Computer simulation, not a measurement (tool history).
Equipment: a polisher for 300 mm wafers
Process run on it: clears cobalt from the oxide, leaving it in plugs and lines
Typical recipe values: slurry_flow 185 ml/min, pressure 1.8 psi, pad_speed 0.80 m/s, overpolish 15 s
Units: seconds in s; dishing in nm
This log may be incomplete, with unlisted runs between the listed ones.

| run | hour | slurry_flow | pressure | pad_speed | overpolish | wafers since the last listed run | wafers polished on this pad | hours since the slurry nozzle was cleaned | hours since the head pressure was calibrated | incoming thickness of the incoming film, nm | seconds | dishing |
|---|---|---|---|---|---|---|---|---|---|---|---|---|
| 1 | 0.0 | 185 | 1.8 | 0.80 | 15 | 0 | 1470 | 515.1 | 175.0 | 315.9 | 76.9 | 45.3 |
| 2 | 71.7 | 185 | 1.8 | 1.00 | 15 | 393 | 1864 | 586.8 | 246.7 | 322.1 | 62.2 | 52.9 |
|  | 101.0 | slurry nozzle cleaned |
| 3 | 143.9 | 185 | 1.8 | 1.00 | 15 | 390 | 2255 | 42.9 | 318.9 | 323.2 | 61.3 | 52.3 |
| 4 | 346.2 | 185 | 1.8 | 0.80 | 15 | 1110 | 3366 | 245.2 | 521.2 | 322.1 | 76.9 | 43.9 |
| 5 | 392.2 | 185 | 1.8 | 0.80 | 15 | 252 | 3618 | 291.2 | 567.2 | 319.5 | 76.4 | 45.8 |
| 6 | 472.4 | 185 | 1.8 | 0.80 | 15 | 440 | 4059 | 371.4 | 647.4 | 321.4 | 75.9 | 43.8 |
|  | 485.7 | head pressure recalibrated |
|  | 550.3 | worn pad replaced by a new one |
| 7 | 609.2 | 185 | 1.8 | 0.80 | 15 | 718 | 323 | 508.2 | 123.5 | 324.4 | 78.6 | 45.0 |
|  | 711.1 | slurry nozzle cleaned |
| 8 | 794.8 | 185 | 1.8 | 0.80 | 15 | 1013 | 1337 | 83.7 | 309.1 | 323.7 | 76.3 | 46.5 |
| 9 | 886.8 | 185 | 1.8 | 0.80 | 15 | 505 | 1842 | 175.7 | 401.1 | 319.7 | 77.1 | 45.4 |
| 10 | 941.6 | 185 | 1.8 | 0.80 | 9 | 300 | 2143 | 230.5 | 455.9 | 321.8 | 76.5 | 30.3 |
| 11 | 1020.1 | 185 | 1.8 | 0.80 | 9 | 431 | 2574 | 309.0 | 534.4 | 317.7 | 78.0 | 30.4 |
| 12 | 1085.9 | 215 | 1.8 | 0.80 | 15 | 361 | 2935 | 374.8 | 600.2 | 319.3 | 73.3 | 46.6 |
|  | 1144.8 | head pressure recalibrated |
| 13 | 1161.4 | 185 | 1.8 | 0.80 | 15 | 403 | 3339 | 450.3 | 16.6 | 315.5 | 75.3 | 44.7 |
| 14 | 1258.3 | 185 | 2.1 | 0.72 | 15 | 532 | 3871 | 547.2 | 113.5 | 322.8 | 74.0 | 46.8 |
|  | 1339.5 | worn pad replaced by a new one |
| 15 | 1345.2 | 185 | 1.8 | 0.80 | 15 | 455 | 31 | 634.1 | 200.4 | 315.7 | 75.3 | 45.7 |
|  | 1353.3 | slurry nozzle cleaned |
| 16 | 1522.6 | 160 | 1.6 | 0.66 | 12 | 968 | 999 | 169.3 | 377.8 | 323.6 | 108.9 | 30.1 |
| 17 | 1578.6 | 185 | 1.8 | 0.70 | 15 | 307 | 1307 | 225.3 | 433.8 | 321.0 | 87.8 | 42.1 |
| 18 | 1648.1 | 185 | 1.8 | 0.80 | 15 | 381 | 1688 | 294.8 | 503.3 | 321.0 | 76.1 | 47.1 |
| 19 | 1735.1 | 185 | 1.8 | 0.80 | 15 | 477 | 2166 | 381.8 | 590.3 | 319.3 | 75.8 | 45.6 |
| 20 | 1810.9 | 130 | 1.8 | 0.58 | 15 | 416 | 2582 | 457.6 | 666.1 | 317.5 | 107.4 | 33.3 |
|  | 1874.4 | head pressure recalibrated |
| 21 | 1893.8 | 185 | 1.8 | 0.80 | 15 | 444 | 3026 | 540.5 | 19.4 | 324.3 | 79.1 | 45.1 |
| 22 | 1985.9 | 185 | 1.8 | 0.80 | 15 | 505 | 3532 | 632.6 | 111.5 | 319.5 | 75.7 | 45.6 |
| 23 | 2025.7 | 160 | 1.8 | 0.80 | 18 | 218 | 3751 | 672.4 | 151.3 | 313.9 | 78.0 | 50.6 |
| 24 | 2087.3 | 185 | 1.5 | 0.96 | 22 | 338 | 4089 | 734.0 | 212.9 | 318.8 | 75.6 | 59.3 |
|  | 2151.0 | slurry nozzle cleaned |
|  | 2151.7 | worn pad replaced by a new one |
| 25 | 2205.4 | 185 | 1.8 | 0.80 | 15 | 639 | 294 | 54.4 | 331.0 | 316.7 | 75.7 | 45.6 |
| 26 | 2270.4 | 210 | 2.1 | 0.88 | 7 | 356 | 651 | 119.4 | 396.0 | 318.0 | 56.4 | 31.2 |
| 27 | 2317.2 | 145 | 2.3 | 0.96 | 22 | 256 | 908 | 166.2 | 442.8 | 322.3 | 53.0 | 71.9 |
| 28 | 2390.4 | 245 | 1.8 | 1.00 | 22 | 401 | 1310 | 239.4 | 516.0 | 323.2 | 59.5 | 67.3 |
| 29 | 2490.8 | 185 | 1.8 | 1.00 | 12 | 551 | 1861 | 339.8 | 616.4 | 319.9 | 61.3 | 46.4 |
| 30 | 2575.1 | 185 | 2.3 | 0.80 | 21 | 462 | 2324 | 424.1 | 700.7 | 317.9 | 58.4 | 65.6 |
| 31 | 2614.3 | 185 | 1.6 | 1.06 | 15 | 215 | 2539 | 463.3 | 739.9 | 318.9 | 65.1 | 49.6 |
|  | 2682.2 | head pressure recalibrated |
| 32 | 2716.5 | 155 | 1.2 | 0.98 | 10 | 550 | 3090 | 565.5 | 34.3 | 314.9 | 92.6 | 27.8 |
|  | 2762.9 | slurry nozzle cleaned |
|  | 2781.1 | worn pad replaced by a new one |
| 33 | 2796.3 | 210 | 2.1 | 0.80 | 15 | 410 | 83 | 33.4 | 114.1 | 321.6 | 65.1 | 50.1 |

The tool's hidden state at each run:
removal rate lost through wear of the pad, %: 0 across all the runs
slurry flow missing at the pad, %: 0 across all the runs
deviation of the head's pressure from its setpoint, %: 0 across all the runs
